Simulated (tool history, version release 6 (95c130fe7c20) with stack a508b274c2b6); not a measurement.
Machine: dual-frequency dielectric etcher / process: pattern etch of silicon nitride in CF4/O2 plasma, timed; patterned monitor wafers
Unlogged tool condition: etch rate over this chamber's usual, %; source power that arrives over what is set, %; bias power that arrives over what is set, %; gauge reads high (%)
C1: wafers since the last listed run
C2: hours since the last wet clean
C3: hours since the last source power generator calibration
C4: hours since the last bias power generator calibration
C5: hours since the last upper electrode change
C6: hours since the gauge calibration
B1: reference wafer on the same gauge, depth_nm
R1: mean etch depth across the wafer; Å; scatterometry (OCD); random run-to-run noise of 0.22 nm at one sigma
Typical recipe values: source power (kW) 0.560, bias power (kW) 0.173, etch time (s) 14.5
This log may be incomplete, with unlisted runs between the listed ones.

Run 1, hour 0.0: usual settings; C1 0; C2 65.8; C3 3349.1; C4 2478.4; C5 5057.1; C6 392.3; B1 34.61. Result: R1 325.2 Å.
Run 2, hour 29.3: usual settings; C1 529; C2 95.1; C3 3378.4; C4 2507.7; C5 5086.4; C6 421.6; B1 34.56. Result: R1 322.5 Å.
Run 3, hour 64.1: usual settings; C1 629; C2 129.9; C3 3413.2; C4 2542.5; C5 5121.2; C6 456.4; B1 34.59. Result: R1 324.1 Å.
Run 4, hour 80.5: usual settings; C1 296; C2 146.3; C3 3429.6; C4 2558.9; C5 5137.6; C6 472.8; B1 34.59. Result: R1 327.5 Å.
Run 5, hour 104.8: usual settings; C1 439; C2 170.6; C3 3453.9; C4 2583.2; C5 5161.9; C6 497.1; B1 34.64. Result: R1 329.5 Å.
Run 6, hour 129.7: usual settings; C1 450; C2 195.5; C3 3478.8; C4 2608.1; C5 5186.8; C6 522.0; B1 34.55. Result: R1 327.9 Å.
At hour 169.7: upper electrode replaced.
Run 7, hour 170.2: usual settings but source power (kW) 0.460, bias power (kW) 0.150; C1 298; C2 236.0; C3 3519.3; C4 2648.6; C5 0.5; C6 562.5; B1 34.64. Result: R1 275.2 Å.
Run 8, hour 177.3: usual settings but source power (kW) 0.460, bias power (kW) 0.150; C1 128; C2 243.1; C3 3526.4; C4 2655.7; C5 7.6; C6 569.6; B1 34.59. Result: R1 275.8 Å.
At hour 178.4: gauge calibrated.
Run 9, hour 202.4: usual settings; C1 453; C2 268.2; C3 3551.5; C4 2680.8; C5 32.7; C6 24.0; B1 34.61. Result: R1 326.4 Å.
At hour 211.1: source power generator calibrated.
Run 10, hour 230.6: usual settings; C1 437; C2 296.4; C3 19.5; C4 2709.0; C5 60.9; C6 52.2; B1 34.56. Result: R1 329.1 Å.
Run 11, hour 253.0: usual settings; C1 404; C2 318.8; C3 41.9; C4 2731.4; C5 83.3; C6 74.6; B1 34.58. Result: R1 331.1 Å.

The next listed run, before its measurement:
Run 12, hour 269.4: usual settings but source power (kW) 0.440, bias power (kW) 0.205; C1 296; C2 335.2; C3 58.3; C4 2747.8; C5 99.7; C6 91.0; B1 ?. Result: R1 ?.

{"run 12": {"B1": 34.61, "R1": 312.8}}
Minus the tool's unlogged condition, the same run would have read R1 304.3 Å.
